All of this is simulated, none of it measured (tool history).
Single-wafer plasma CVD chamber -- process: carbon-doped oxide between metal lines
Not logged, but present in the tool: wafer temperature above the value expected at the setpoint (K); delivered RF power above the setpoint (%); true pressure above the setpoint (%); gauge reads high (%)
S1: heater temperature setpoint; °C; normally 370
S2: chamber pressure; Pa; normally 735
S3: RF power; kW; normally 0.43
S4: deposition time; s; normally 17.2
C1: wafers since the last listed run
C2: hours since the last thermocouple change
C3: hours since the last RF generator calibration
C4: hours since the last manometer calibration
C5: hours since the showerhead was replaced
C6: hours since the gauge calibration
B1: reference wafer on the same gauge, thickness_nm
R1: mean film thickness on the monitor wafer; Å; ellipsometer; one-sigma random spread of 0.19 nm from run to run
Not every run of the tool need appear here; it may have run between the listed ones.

Run 1, day 0: usual settings; C1 0; C2 364.3; C3 1692.2; C4 1007.8; C5 4883.9; C6 348; B1 67.218. Result: R1 784.18 Å.
Run 2, day 2.954: usual settings but S1 360 °C; C1 2004; C2 435.2; C3 1763.1; C4 1078.7; C5 4954.8; C6 418.9; B1 67.211. Result: R1 804.8 Å.
Run 3, day 5.054: usual settings; C1 1424; C2 485.6; C3 1813.5; C4 1129.1; C5 5005.2; C6 469.3; B1 67.204. Result: R1 782.85 Å.
Run 4, day 7.942: usual settings; C1 1958; C2 554.9; C3 1882.8; C4 1198.4; C5 5074.5; C6 538.6; B1 67.193. Result: R1 781.19 Å.
Run 5, day 10.667: usual settings but S4 15.3 s; C1 1848; C2 620.3; C3 1948.2; C4 1263.8; C5 5139.9; C6 604; B1 67.178. Result: R1 694.23 Å.
Run 6, day 12.733: usual settings but S4 15.3 s; C1 1401; C2 669.9; C3 1997.8; C4 1313.4; C5 5189.5; C6 653.6; B1 67.222. Result: R1 689.31 Å.
Run 7, day 14.596: usual settings; C1 1263; C2 714.6; C3 2042.5; C4 1358.1; C5 5234.2; C6 698.3; B1 67.195. Result: R1 776.29 Å.
At day 16.396: RF generator calibrated.
Run 8, day 17.179: usual settings; C1 1526; C2 776.6; C3 18.8; C4 1420.1; C5 5296.2; C6 760.3; B1 67.2. Result: R1 799.94 Å.
At day 17.988: gauge calibrated.
Run 9, day 18.812: usual settings but S1 377 °C, S2 892 Pa, S3 0.46 kW; C1 1108; C2 815.8; C3 58; C4 1459.3; C5 5335.4; C6 19.8; B1 67.207. Result: R1 847.42 Å.
Run 10, day 21.738: usual settings but S3 0.455 kW, S4 15.8 s; C1 1984; C2 886; C3 128.2; C4 1529.5; C5 5405.6; C6 90; B1 67.236. Result: R1 775.26 Å.
Run 11, day 24.121: usual settings; C1 1616; C2 943.2; C3 185.4; C4 1586.7; C5 5462.8; C6 147.2; B1 67.209. Result: R1 794.46 Å.

Expected results for the next run?
At day 24.488: showerhead replaced.
At day 24.817: thermocouple changed; heater temperature recalibrated.
Run 12, day 25.65: usual settings but S1 356 °C, S2 791 Pa, S3 0.47 kW, S4 18.2 s; C1 586; C2 20; C3 222.1; C4 1623.4; C5 27.9; C6 183.9; B1 ?. Result: R1 ?.

{"run 12": {"B1": 67.179, "R1": 957.35}}
With the hidden condition absent and the run-to-run variation left alone, this run would have shown R1 971.2 Å.

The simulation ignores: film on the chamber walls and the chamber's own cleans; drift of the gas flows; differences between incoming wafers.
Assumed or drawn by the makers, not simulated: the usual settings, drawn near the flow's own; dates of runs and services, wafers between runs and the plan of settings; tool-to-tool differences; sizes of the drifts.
